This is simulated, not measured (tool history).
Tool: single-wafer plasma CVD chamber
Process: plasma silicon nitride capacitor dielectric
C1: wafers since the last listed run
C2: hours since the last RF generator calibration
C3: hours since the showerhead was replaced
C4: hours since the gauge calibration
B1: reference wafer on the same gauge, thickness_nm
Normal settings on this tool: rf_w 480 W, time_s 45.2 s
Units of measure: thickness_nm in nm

{"run": 1, "hour": 0.0, "rf_w": 480, "time_s": 45.2, "C1": 0, "C2": 787.0, "C3": 3043.6, "C4": 410.2, "B1": 80.013, "thickness_nm": 68.958}
{"run": 2, "hour": 48.5, "rf_w": 480, "time_s": 45.2, "C1": 760, "C2": 835.5, "C3": 3092.1, "C4": 458.7, "B1": 79.954, "thickness_nm": 68.403}
{"run": 3, "hour": 115.6, "rf_w": 480, "time_s": 45.2, "C1": 1052, "C2": 902.6, "C3": 3159.2, "C4": 525.8, "B1": 79.909, "thickness_nm": 68.924}
{"run": 4, "hour": 183.7, "rf_w": 480, "time_s": 45.2, "C1": 1067, "C2": 970.7, "C3": 3227.3, "C4": 593.9, "B1": 79.979, "thickness_nm": 69.325}
{"run": 5, "hour": 216.9, "rf_w": 480, "time_s": 45.2, "C1": 520, "C2": 1003.9, "C3": 3260.5, "C4": 627.1, "B1": 79.838, "thickness_nm": 68.757}
{"run": 6, "hour": 253.2, "rf_w": 480, "time_s": 50.3, "C1": 569, "C2": 1040.2, "C3": 3296.8, "C4": 663.4, "B1": 79.918, "thickness_nm": 76.213}
{"run": 7, "hour": 320.7, "rf_w": 480, "time_s": 45.2, "C1": 1058, "C2": 1107.7, "C3": 3364.3, "C4": 730.9, "B1": 79.907, "thickness_nm": 68.223}
{"run": 8, "hour": 355.3, "rf_w": 480, "time_s": 45.2, "C1": 542, "C2": 1142.3, "C3": 3398.9, "C4": 765.5, "B1": 79.802, "thickness_nm": 68.497}
{"run": 9, "hour": 380.1, "rf_w": 500, "time_s": 45.2, "C1": 388, "C2": 1167.1, "C3": 3423.7, "C4": 790.3, "B1": 79.908, "thickness_nm": 69.118}
{"run": 10, "hour": 420.6, "rf_w": 500, "time_s": 45.2, "C1": 635, "C2": 1207.6, "C3": 3464.2, "C4": 830.8, "B1": 79.924, "thickness_nm": 69.424}
{"run": 11, "hour": 465.1, "rf_w": 480, "time_s": 45.2, "C1": 697, "C2": 1252.1, "C3": 3508.7, "C4": 875.3, "B1": 79.938, "thickness_nm": 68.348}
{"run": 12, "hour": 527.4, "rf_w": 480, "time_s": 45.2, "C1": 976, "C2": 1314.4, "C3": 3571.0, "C4": 937.6, "B1": 79.893, "thickness_nm": 67.976}
{"run": 13, "hour": 597.9, "rf_w": 480, "time_s": 45.2, "C1": 1105, "C2": 1384.9, "C3": 3641.5, "C4": 1008.1, "B1": 79.917, "thickness_nm": 68.374}
{"run": 14, "hour": 669.3, "rf_w": 480, "time_s": 45.2, "C1": 1119, "C2": 1456.3, "C3": 3712.9, "C4": 1079.5, "B1": 79.814, "thickness_nm": 68.56}
{"run": 15, "hour": 701.0, "rf_w": 480, "time_s": 45.2, "C1": 497, "C2": 1488.0, "C3": 3744.6, "C4": 1111.2, "B1": 79.927, "thickness_nm": 68.05}
{"run": 16, "hour": 759.1, "rf_w": 480, "time_s": 45.2, "C1": 910, "C2": 1546.1, "C3": 3802.7, "C4": 1169.3, "B1": 79.896, "thickness_nm": 68.316}
{"run": 17, "hour": 796.1, "rf_w": 480, "time_s": 45.2, "C1": 580, "C2": 1583.1, "C3": 3839.7, "C4": 1206.3, "B1": 79.869, "thickness_nm": 67.951}
{"run": 18, "hour": 881.9, "rf_w": 480, "time_s": 45.2, "C1": 1345, "C2": 1668.9, "C3": 3925.5, "C4": 1292.1, "B1": 79.864, "thickness_nm": 68.603}
{"run": 19, "hour": 934.7, "rf_w": 480, "time_s": 45.2, "C1": 827, "C2": 1721.7, "C3": 3978.3, "C4": 1344.9, "B1": 79.943, "thickness_nm": 67.754}
{"run": 20, "hour": 992.2, "rf_w": 480, "time_s": 45.2, "C1": 901, "C2": 1779.2, "C3": 4035.8, "C4": 1402.4, "B1": 79.872, "thickness_nm": 68.629}
{"run": 21, "hour": 1018.2, "rf_w": 480, "time_s": 45.2, "C1": 407, "C2": 1805.2, "C3": 4061.8, "C4": 1428.4, "B1": 79.874, "thickness_nm": 68.632}
{"run": 22, "hour": 1074.6, "rf_w": 480, "time_s": 37.3, "C1": 884, "C2": 1861.6, "C3": 4118.2, "C4": 1484.8, "B1": 79.832, "thickness_nm": 55.951}
{"run": 23, "hour": 1141.1, "rf_w": 515, "time_s": 40.3, "C1": 1042, "C2": 1928.1, "C3": 4184.7, "C4": 1551.3, "B1": 79.767, "thickness_nm": 62.07}
{"run": 24, "hour": 1166.7, "rf_w": 520, "time_s": 53.5, "C1": 401, "C2": 1953.7, "C3": 4210.3, "C4": 1576.9, "B1": 79.902, "thickness_nm": 83.04}
{"run": 25, "hour": 1192.3, "rf_w": 420, "time_s": 49.2, "C1": 401, "C2": 1979.3, "C3": 4235.9, "C4": 1602.5, "B1": 79.862, "thickness_nm": 71.001}
{"run": 26, "hour": 1230.3, "rf_w": 405, "time_s": 38.8, "C1": 595, "C2": 2017.3, "C3": 4273.9, "C4": 1640.5, "B1": 79.854, "thickness_nm": 55.145}
{"run": 27, "hour": 1278.7, "rf_w": 480, "time_s": 45.2, "C1": 758, "C2": 2065.7, "C3": 4322.3, "C4": 1688.9, "B1": 79.771, "thickness_nm": 68.589}
{"hour": 1324.6, "done": "gauge calibrated"}
{"hour": 1329.6, "done": "RF generator calibrated"}
{"run": 28, "hour": 1330.1, "rf_w": 515, "time_s": 51.1, "C1": 680, "C2": 0.5, "C3": 4373.7, "C4": 5.5, "B1": 80.082, "thickness_nm": 80.883}
{"run": 29, "hour": 1391.0, "rf_w": 480, "time_s": 45.2, "C1": 954, "C2": 61.4, "C3": 4434.6, "C4": 66.4, "B1": 80.045, "thickness_nm": 69.456}
{"run": 30, "hour": 1434.8, "rf_w": 480, "time_s": 45.2, "C1": 686, "C2": 105.2, "C3": 4478.4, "C4": 110.2, "B1": 79.99, "thickness_nm": 69.838}
{"hour": 1475.8, "done": "showerhead replaced"}
{"run": 31, "hour": 1476.3, "rf_w": 405, "time_s": 45.2, "C1": 525, "C2": 146.7, "C3": 0.5, "C4": 151.7, "B1": 79.805, "thickness_nm": 66.003}
{"run": 32, "hour": 1495.5, "rf_w": 480, "time_s": 51.9, "C1": 301, "C2": 165.9, "C3": 19.7, "C4": 170.9, "B1": 79.913, "thickness_nm": 80.07}
{"run": 33, "hour": 1564.3, "rf_w": 480, "time_s": 45.2, "C1": 1078, "C2": 234.7, "C3": 88.5, "C4": 239.7, "B1": 79.861, "thickness_nm": 69.119}
{"run": 34, "hour": 1600.3, "rf_w": 405, "time_s": 42.0, "C1": 564, "C2": 270.7, "C3": 124.5, "C4": 275.7, "B1": 79.943, "thickness_nm": 61.04}
{"run": 35, "hour": 1644.8, "rf_w": 560, "time_s": 53.8, "C1": 697, "C2": 315.2, "C3": 169.0, "C4": 320.2, "B1": 80.081, "thickness_nm": 86.458}
{"run": 36, "hour": 1678.9, "rf_w": 410, "time_s": 45.2, "C1": 534, "C2": 349.3, "C3": 203.1, "C4": 354.3, "B1": 79.9, "thickness_nm": 65.865}
{"run": 37, "hour": 1717.9, "rf_w": 390, "time_s": 51.6, "C1": 611, "C2": 388.3, "C3": 242.1, "C4": 393.3, "B1": 79.996, "thickness_nm": 73.035}
{"run": 38, "hour": 1779.1, "rf_w": 560, "time_s": 53.0, "C1": 959, "C2": 449.5, "C3": 303.3, "C4": 454.5, "B1": 79.936, "thickness_nm": 85.737}
{"run": 39, "hour": 1849.5, "rf_w": 480, "time_s": 45.2, "C1": 1103, "C2": 519.9, "C3": 373.7, "C4": 524.9, "B1": 79.798, "thickness_nm": 69.219}
{"run": 40, "hour": 1918.8, "rf_w": 535, "time_s": 39.9, "C1": 1086, "C2": 589.2, "C3": 443.0, "C4": 594.2, "B1": 79.859, "thickness_nm": 63.114}
{"run": 41, "hour": 1971.5, "rf_w": 525, "time_s": 45.2, "C1": 826, "C2": 641.9, "C3": 495.7, "C4": 646.9, "B1": 79.856, "thickness_nm": 71.155}
{"run": 42, "hour": 2060.2, "rf_w": 435, "time_s": 50.4, "C1": 1390, "C2": 730.6, "C3": 584.4, "C4": 735.6, "B1": 80.025, "thickness_nm": 73.929}
{"run": 43, "hour": 2116.4, "rf_w": 440, "time_s": 49.5, "C1": 881, "C2": 786.8, "C3": 640.6, "C4": 791.8, "B1": 79.794, "thickness_nm": 73.01}

What would each run have given without the hidden state, its run-to-run variation left as it was?
Hidden state present: delivered RF power above the setpoint (%); gauge reads high (%).
run=1 thickness_nm=70.714
run=2 thickness_nm=70.191
run=3 thickness_nm=70.785
run=4 thickness_nm=71.251
run=5 thickness_nm=70.692
run=6 thickness_nm=78.386
run=7 thickness_nm=70.212
run=8 thickness_nm=70.514
run=9 thickness_nm=71.167
run=10 thickness_nm=71.505
run=11 thickness_nm=70.418
run=12 thickness_nm=70.063
run=13 thickness_nm=70.503
run=14 thickness_nm=70.721
run=15 thickness_nm=70.205
run=16 thickness_nm=70.499
run=17 thickness_nm=70.133
run=18 thickness_nm=70.828
run=19 thickness_nm=69.964
run=20 thickness_nm=70.881
run=21 thickness_nm=70.889
run=22 thickness_nm=57.800
run=23 thickness_nm=64.132
run=24 thickness_nm=85.803
run=25 thickness_nm=73.368
run=26 thickness_nm=56.988
run=27 thickness_nm=70.888
run=28 thickness_nm=81.165
run=29 thickness_nm=69.889
run=30 thickness_nm=70.402
run=31 thickness_nm=66.644
run=32 thickness_nm=80.906
run=33 thickness_nm=70.009
run=34 thickness_nm=61.898
run=35 thickness_nm=87.793
run=36 thickness_nm=66.948
run=37 thickness_nm=74.314
run=38 thickness_nm=87.373
run=39 thickness_nm=70.653
run=40 thickness_nm=64.513
run=41 thickness_nm=72.804
run=42 thickness_nm=75.755
run=43 thickness_nm=74.875

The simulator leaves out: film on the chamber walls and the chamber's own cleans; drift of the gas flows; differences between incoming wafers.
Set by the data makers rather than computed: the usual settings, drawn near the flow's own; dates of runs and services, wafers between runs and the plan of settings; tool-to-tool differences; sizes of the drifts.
